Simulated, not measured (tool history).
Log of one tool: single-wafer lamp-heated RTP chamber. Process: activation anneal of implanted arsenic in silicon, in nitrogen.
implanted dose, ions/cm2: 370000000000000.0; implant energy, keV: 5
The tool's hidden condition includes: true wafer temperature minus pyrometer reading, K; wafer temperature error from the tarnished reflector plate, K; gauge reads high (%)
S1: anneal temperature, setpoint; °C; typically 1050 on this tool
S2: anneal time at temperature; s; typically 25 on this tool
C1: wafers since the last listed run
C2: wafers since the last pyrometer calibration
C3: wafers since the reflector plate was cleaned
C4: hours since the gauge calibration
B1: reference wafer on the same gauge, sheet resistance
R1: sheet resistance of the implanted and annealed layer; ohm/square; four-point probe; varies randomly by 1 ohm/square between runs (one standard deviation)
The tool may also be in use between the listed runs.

run	hour	S1	S2	C1	C2	C3	C4	B1	R1
1	0.0	1050	25	0	336	2142	482.6	315.02	267.25
2	14.2	1061	28	165	501	2307	496.8	314.99	260.81
3	32.2	1050	29	209	710	2516	514.8	315.18	264.08
4	53.3	1034	25	245	955	2762	535.9	314.86	274.99
5	72.2	1032	35	219	1175	2981	554.8	314.79	268.22
6	107.1	1032	35	405	1581	3387	589.7	314.82	270.51
7	142.4	1050	25	410	1991	3798	625.0	315.01	268.39
# hour 170.2: pyrometer window cleaned and pyrometer calibrated
8	174.0	1050	25	274	43	4072	656.6	314.86	268.19
# hour 244.4: reflector plate cleaned
9	244.9	1050	20	731	775	5	727.5	315.32	272.53
10	265.9	1050	15	244	1019	249	748.5	314.81	276.48
11	299.1	1050	15	385	1405	635	781.7	314.86	278.65
12	319.3	1050	25	234	1640	870	801.9	314.98	269.22
# hour 355.6: pyrometer window cleaned and pyrometer calibrated
13	356.1	1050	25	334	5	1205	838.7	314.66	268.71
14	427.5	1050	25	830	835	2035	910.1	315.48	268.00
15	457.8	1050	25	352	1188	2387	940.4	315.04	267.61
# hour 477.9: gauge calibrated
16	479.6	1038	31	253	1441	2641	1.7	315.11	268.92
17	512.0	1042	38	376	1818	3018	34.1	314.89	263.39
18	545.3	1027	25	387	2205	3405	67.4	315.07	276.63
# hour 562.9: pyrometer window cleaned and pyrometer calibrated
# hour 601.0: reflector plate cleaned
19	608.6	1050	25	549	437	88	130.7	315.09	268.45
20	626.0	1050	25	202	640	290	148.1	315.15	268.93
21	641.5	1036	25	180	820	471	163.6	315.02	273.54

Expected results for the next run?
22	668.6	1021	15	315	1135	786	190.7	?	?

{"run 22": {"B1": 315.22, "R1": 290.77}}
With the hidden condition absent and the run-to-run variation left alone, this run would have shown R1 290.77 ohm/square.
